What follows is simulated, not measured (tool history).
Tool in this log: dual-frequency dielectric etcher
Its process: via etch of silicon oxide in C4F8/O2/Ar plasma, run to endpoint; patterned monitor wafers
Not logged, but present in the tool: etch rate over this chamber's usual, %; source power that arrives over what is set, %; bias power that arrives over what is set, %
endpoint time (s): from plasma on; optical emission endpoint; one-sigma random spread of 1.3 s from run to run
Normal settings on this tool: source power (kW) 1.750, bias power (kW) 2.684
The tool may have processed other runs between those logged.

run	hour	source power (kW)	bias power (kW)	wafers since the last listed run	hours since the last wet clean	hours since the last source power generator calibration	hours since the last bias power generator calibration	hours since the last upper electrode change	incoming incoming film thickness, nm	endpoint time (s)
1	0.0	1.750	2.684	0	360.1	1199.7	2814.0	5364.4	1723.6	329.8
# hour 61.7: wet clean of the chamber
2	80.7	1.750	2.684	308	19.0	1280.4	2894.7	5445.1	1724.2	318.4
3	129.2	1.750	2.684	263	67.5	1328.9	2943.2	5493.6	1721.4	321.3
4	220.7	1.750	2.684	497	159.0	1420.4	3034.7	5585.1	1724.8	327.4
5	305.1	1.750	2.684	459	243.4	1504.8	3119.1	5669.5	1728.4	329.0
6	347.3	1.750	2.305	229	285.6	1547.0	3161.3	5711.7	1732.5	346.6
# hour 419.3: wet clean of the chamber
7	419.8	1.750	2.305	263	0.5	1619.5	3233.8	5784.2	1727.6	332.1
8	479.2	1.750	2.684	323	59.9	1678.9	3293.2	5843.6	1709.2	315.5
9	548.7	1.750	2.684	378	129.4	1748.4	3362.7	5913.1	1738.1	322.9
10	612.1	1.750	2.684	344	192.8	1811.8	3426.1	5976.5	1714.2	323.4
11	677.3	1.750	2.684	354	258.0	1877.0	3491.3	6041.7	1730.7	326.9
# hour 774.5: upper electrode replaced, of another model than before
# hour 793.9: wet clean of the chamber
12	794.4	1.750	2.684	400	0.5	1994.1	3608.4	19.9	1737.1	318.2
13	836.0	1.750	2.684	226	42.1	2035.7	3650.0	61.5	1741.0	321.1
# hour 910.5: source power generator calibrated
14	930.1	1.750	2.684	490	136.2	19.6	3744.1	155.6	1728.6	322.4
15	1029.7	1.880	3.217	541	235.8	119.2	3843.7	255.2	1729.6	310.8
16	1121.8	1.750	2.305	501	327.9	211.3	3935.8	347.3	1723.7	339.1
# hour 1193.3: wet clean of the chamber
17	1198.3	1.630	2.684	285	5.0	287.8	4012.3	423.8	1741.4	324.9
18	1293.2	1.530	2.138	516	99.9	382.7	4107.2	518.7	1750.3	353.1
19	1366.5	1.750	3.171	398	173.2	456.0	4180.5	592.0	1730.3	313.5
20	1501.8	1.630	2.970	736	308.5	591.3	4315.8	727.3	1727.8	328.3
21	1576.6	1.570	2.453	406	383.3	666.1	4390.6	802.1	1712.6	342.9
# hour 1604.0: bias power generator calibrated
# hour 1625.8: wet clean of the chamber
22	1635.4	1.750	2.684	179	9.6	724.9	31.4	860.9	1727.1	312.3
23	1694.1	1.500	2.295	319	68.3	783.6	90.1	919.6	1747.0	340.7
24	1736.5	1.530	2.138	230	110.7	826.0	132.5	962.0	1738.7	341.3
25	1824.9	2.130	2.942	480	199.1	914.4	220.9	1050.4	1726.1	299.3
26	1917.9	1.910	2.042	505	292.1	1007.4	313.9	1143.4	1720.5	331.6
27	1977.9	1.750	3.053	326	352.1	1067.4	373.9	1203.4	1707.6	313.9
28	2016.5	1.750	2.684	209	390.7	1106.0	412.5	1242.0	1726.9	328.4

Branching from run 28: 5 alternative next runs. What would each branch give?
A	2017.0	1.750	2.232	2	391.2	1106.5	413.0	1242.5	1732.3	?
B	2017.0	2.010	2.251	2	391.2	1106.5	413.0	1242.5	1732.3	?
C	2017.0	1.750	2.281	2	391.2	1106.5	413.0	1242.5	1732.3	?
D	2017.0	2.050	2.870	2	391.2	1106.5	413.0	1242.5	1732.3	?
E	2017.0	1.940	2.304	2	391.2	1106.5	413.0	1242.5	1732.3	?

run	endpoint time (s)
A	339.0
B	327.4
C	337.7
D	311.0
E	328.9
What these runs would have given with no unlogged condition in the tool:
run	endpoint time (s)
A	327.7
B	316.5
C	326.4
D	300.6
E	317.9

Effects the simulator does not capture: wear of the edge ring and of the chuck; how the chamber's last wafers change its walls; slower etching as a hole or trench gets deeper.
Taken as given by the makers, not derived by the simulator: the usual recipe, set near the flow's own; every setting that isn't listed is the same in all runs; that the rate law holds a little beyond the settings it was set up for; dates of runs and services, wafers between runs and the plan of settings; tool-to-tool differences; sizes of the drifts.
